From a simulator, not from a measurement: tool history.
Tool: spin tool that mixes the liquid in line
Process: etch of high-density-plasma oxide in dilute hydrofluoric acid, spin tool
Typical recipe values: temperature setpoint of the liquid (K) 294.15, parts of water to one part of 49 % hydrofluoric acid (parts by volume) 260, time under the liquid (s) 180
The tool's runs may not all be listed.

run     day  temperature setpoint of the liquid (K)  parts of water to one part of 49 % hydrofluoric acid (parts by volume)  time under the liquid (s)  wafers since the last listed run  hours since the thermometer was replaced  hours since the hydrofluoric acid flow meter was replaced  hours since the gauge calibration  read-back film thickness of the high-density-plasma oxide reference wafer, read on the same gauge (nm)  thickness taken off the high-density-plasma oxide on a monitor wafer (angstrom)
  1   0.000                                  294.15                                                                     260                        180                                 0                                     663.6                                                      246.2                              547.3                                                                                                  49.967                                                                            41.46
  2   1.917                                  294.15                                                                     260                        180                               241                                     709.6                                                      292.2                              593.3                                                                                                  50.021                                                                            40.92
  3   5.421                                  294.15                                                                     260                        180                               441                                     793.7                                                      376.3                              677.4                                                                                                  50.055                                                                            41.20
  4   8.483                                  291.65                                                                     260                        180                               385                                     867.2                                                      449.8                              750.9                                                                                                  49.998                                                                            37.37
      9.225  -- hydrofluoric acid flow meter replaced
  5  11.588                                  291.65                                                                     260                        180                               385                                     941.7                                                       56.7                              825.4                                                                                                  49.986                                                                            37.84
  6  14.288                                  294.15                                                                     260                        180                               340                                    1006.5                                                      121.5                              890.2                                                                                                  50.005                                                                            41.66
  7  16.483                                  294.15                                                                     260                        180                               276                                    1059.2                                                      174.2                              942.9                                                                                                  49.959                                                                            41.46
  8  18.583                                  294.15                                                                     260                        245                               264                                    1109.6                                                      224.6                              993.3                                                                                                  50.005                                                                            55.79
  9  20.088                                  291.15                                                                     260                        100                               189                                    1145.7                                                      260.7                             1029.4                                                                                                  50.023                                                                            20.35
     21.042  -- gauge calibrated
 10  22.188                                  294.15                                                                     260                        180                               264                                    1196.1                                                      311.1                               27.5                                                                                                  50.026                                                                            41.11
 11  24.412                                  294.15                                                                     260                        180                               280                                    1249.5                                                      364.5                               80.9                                                                                                  50.004                                                                            41.30
     27.362  -- hydrofluoric acid flow meter replaced
 12  28.412                                  294.15                                                                     150                        120                               498                                    1345.5                                                       25.2                              176.9                                                                                                  49.985                                                                            52.80
 13  32.021                                  291.15                                                                     380                        110                               454                                    1432.1                                                      111.8                              263.5                                                                                                  50.012                                                                            13.82
     33.121  -- thermometer replaced
 14  33.579                                  294.15                                                                     260                        180                               191                                      11.0                                                      149.2                              300.9                                                                                                  50.040                                                                            41.54
 15  37.596                                  297.15                                                                     190                        125                               505                                     107.4                                                      245.6                              397.3                                                                                                  50.061                                                                            47.01
 16  41.283                                  296.65                                                                     215                         85                               464                                     195.9                                                      334.1                              485.8                                                                                                  50.011                                                                            26.99
 17  44.496                                  290.15                                                                     365                        180                               404                                     273.0                                                      411.2                              562.9                                                                                                  49.996                                                                            23.20

What if the next run were any one of these 5? Each begins from the tool's condition after run 17:
  A  44.517                                  294.15                                                                     260                        180                                 2                                     273.5                                                      411.7                              563.4                                                                                                       ?                                                                                ?
  B  44.517                                  290.65                                                                     260                        280                                 2                                     273.5                                                      411.7                              563.4                                                                                                       ?                                                                                ?
  C  44.517                                  294.15                                                                     145                        180                                 2                                     273.5                                                      411.7                              563.4                                                                                                       ?                                                                                ?
  D  44.517                                  291.65                                                                     380                         95                                 2                                     273.5                                                      411.7                              563.4                                                                                                       ?                                                                                ?
  E  44.517                                  290.15                                                                     330                        220                                 2                                     273.5                                                      411.7                              563.4                                                                                                       ?                                                                                ?

run  read-back film thickness of the high-density-plasma oxide reference wafer, read on the same gauge (nm)  thickness taken off the high-density-plasma oxide on a monitor wafer (angstrom)
  A                                                                                                  49.958                                                                            40.96
  B                                                                                                  49.958                                                                            55.85
  C                                                                                                  49.958                                                                            82.43
  D                                                                                                  49.958                                                                            12.16
  E                                                                                                  49.958                                                                            31.98
Without the tool's hidden state the same runs would have given:
run  thickness taken off the high-density-plasma oxide on a monitor wafer (angstrom)
  A                                                                            40.96
  B                                                                            55.85
  C                                                                            82.43
  D                                                                            12.16
  E                                                                            31.98
